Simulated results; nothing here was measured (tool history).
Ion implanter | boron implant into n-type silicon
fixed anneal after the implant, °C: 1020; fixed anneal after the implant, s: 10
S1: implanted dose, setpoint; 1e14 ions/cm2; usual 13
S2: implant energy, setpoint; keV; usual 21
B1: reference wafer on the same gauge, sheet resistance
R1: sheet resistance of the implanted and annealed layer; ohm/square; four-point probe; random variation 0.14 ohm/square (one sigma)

{"run": 1, "hour": 0.0, "S1": 15.64, "S2": 21, "B1": 107.58, "R1": 82.16}
{"run": 2, "hour": 90.0, "S1": 13, "S2": 21, "B1": 107.6, "R1": 93.76}
{"run": 3, "hour": 153.3, "S1": 13, "S2": 21, "B1": 107.62, "R1": 93.55}
{"run": 4, "hour": 246.9, "S1": 13, "S2": 21, "B1": 107.62, "R1": 93.69}
{"run": 5, "hour": 307.6, "S1": 10.86, "S2": 21, "B1": 107.61, "R1": 107.57}
{"run": 6, "hour": 495.9, "S1": 10.86, "S2": 21, "B1": 107.59, "R1": 107.2}
{"run": 7, "hour": 535.1, "S1": 13, "S2": 21, "B1": 107.53, "R1": 93.62}
{"run": 8, "hour": 609.7, "S1": 13, "S2": 26.5, "B1": 107.54, "R1": 91.16}
{"run": 9, "hour": 678.1, "S1": 13, "S2": 26.5, "B1": 107.51, "R1": 90.95}
{"run": 10, "hour": 755.1, "S1": 13, "S2": 21, "B1": 107.59, "R1": 93.25}
{"run": 11, "hour": 809.8, "S1": 13, "S2": 21, "B1": 107.66, "R1": 93.23}
{"run": 12, "hour": 892.9, "S1": 13, "S2": 21, "B1": 107.62, "R1": 92.99}
{"hour": 901.5, "done": "extraction supply calibrated"}
{"run": 13, "hour": 975.6, "S1": 13, "S2": 21, "B1": 107.69, "R1": 92.88}
{"hour": 1029.8, "done": "Faraday cup replaced and dose calibrated"}
{"run": 14, "hour": 1030.3, "S1": 13, "S2": 21, "B1": 107.62, "R1": 93.72}
{"run": 15, "hour": 1125.4, "S1": 13, "S2": 16.5, "B1": 107.53, "R1": 97.66}
{"run": 16, "hour": 1180.6, "S1": 13, "S2": 21, "B1": 107.54, "R1": 93.37}
{"run": 17, "hour": 1237.1, "S1": 15.06, "S2": 26, "B1": 107.63, "R1": 81.99}
{"run": 18, "hour": 1291.0, "S1": 10.31, "S2": 21, "B1": 107.6, "R1": 112.3}
{"run": 19, "hour": 1375.8, "S1": 15.85, "S2": 17.5, "B1": 107.55, "R1": 84.85}
{"run": 20, "hour": 1413.9, "S1": 10.5, "S2": 28, "B1": 107.56, "R1": 108.22}
{"run": 21, "hour": 1477.2, "S1": 13, "S2": 21, "B1": 107.61, "R1": 93.55}
{"run": 22, "hour": 1522.5, "S1": 9.36, "S2": 21, "B1": 107.63, "R1": 121.64}
{"run": 23, "hour": 1561.1, "S1": 10.11, "S2": 15, "B1": 107.65, "R1": 119.13}
{"hour": 1626.5, "done": "gauge calibrated"}
{"run": 24, "hour": 1633.2, "S1": 9.47, "S2": 19, "B1": 107.55, "R1": 121.59}
{"run": 25, "hour": 1696.0, "S1": 9.73, "S2": 25, "B1": 107.57, "R1": 116.15}
{"run": 26, "hour": 1771.4, "S1": 13, "S2": 21, "B1": 107.57, "R1": 93.56}
{"run": 27, "hour": 1821.4, "S1": 11.48, "S2": 14.5, "B1": 107.62, "R1": 108.78}
{"run": 28, "hour": 1882.5, "S1": 10.62, "S2": 16, "B1": 107.64, "R1": 113.24}
{"run": 29, "hour": 1935.2, "S1": 10.31, "S2": 17.5, "B1": 107.58, "R1": 114.1}
{"run": 30, "hour": 2023.8, "S1": 13, "S2": 21, "B1": 107.61, "R1": 93.32}
{"run": 31, "hour": 2153.8, "S1": 11.56, "S2": 23.5, "B1": 107.55, "R1": 100.63}
{"run": 32, "hour": 2202.0, "S1": 9.64, "S2": 24.5, "B1": 107.61, "R1": 116.67}
{"run": 33, "hour": 2265.7, "S1": 11.83, "S2": 15.5, "B1": 107.6, "R1": 104.35}
{"run": 34, "hour": 2325.1, "S1": 13, "S2": 21, "B1": 107.53, "R1": 93.07}
{"run": 35, "hour": 2416.6, "S1": 9.19, "S2": 16.5, "B1": 107.61, "R1": 125.64}
{"hour": 2461.6, "done": "Faraday cup replaced and dose calibrated"}
{"run": 36, "hour": 2521.5, "S1": 15.41, "S2": 21, "B1": 107.55, "R1": 82.98}
{"run": 37, "hour": 2586.4, "S1": 9.63, "S2": 27, "B1": 107.6, "R1": 116.59}

Hidden state or all else? Some run-to-run changes of R1, split into what the settings, what came in and random variation would give without the hidden state, and what is left for the hidden state (with any gauge scatter that isn't in both results):
The hidden state here: deviation of the true dose from the Faraday cup's reading, %; deviation of the true energy from its setpoint, %; gauge reads high (%).
Run 13 -> 14: Faraday cup replaced and dose calibrated. R1 +0.84 ohm/square: hidden state +0.72, all else +0.12.
Run 34 -> 35: S1 13 -> 9.19, S2 21 -> 16.5. R1 +32.57 ohm/square: hidden state -0.47, all else +33.04.
Run 35 -> 36: S1 9.19 -> 15.41, S2 16.5 -> 21, Faraday cup replaced and dose calibrated. R1 -42.66 ohm/square: hidden state +1.07, all else -43.73.
Run 36 -> 37: S1 15.41 -> 9.63, S2 21 -> 27. R1 +33.61 ohm/square: hidden state -0.03, all else +33.64.
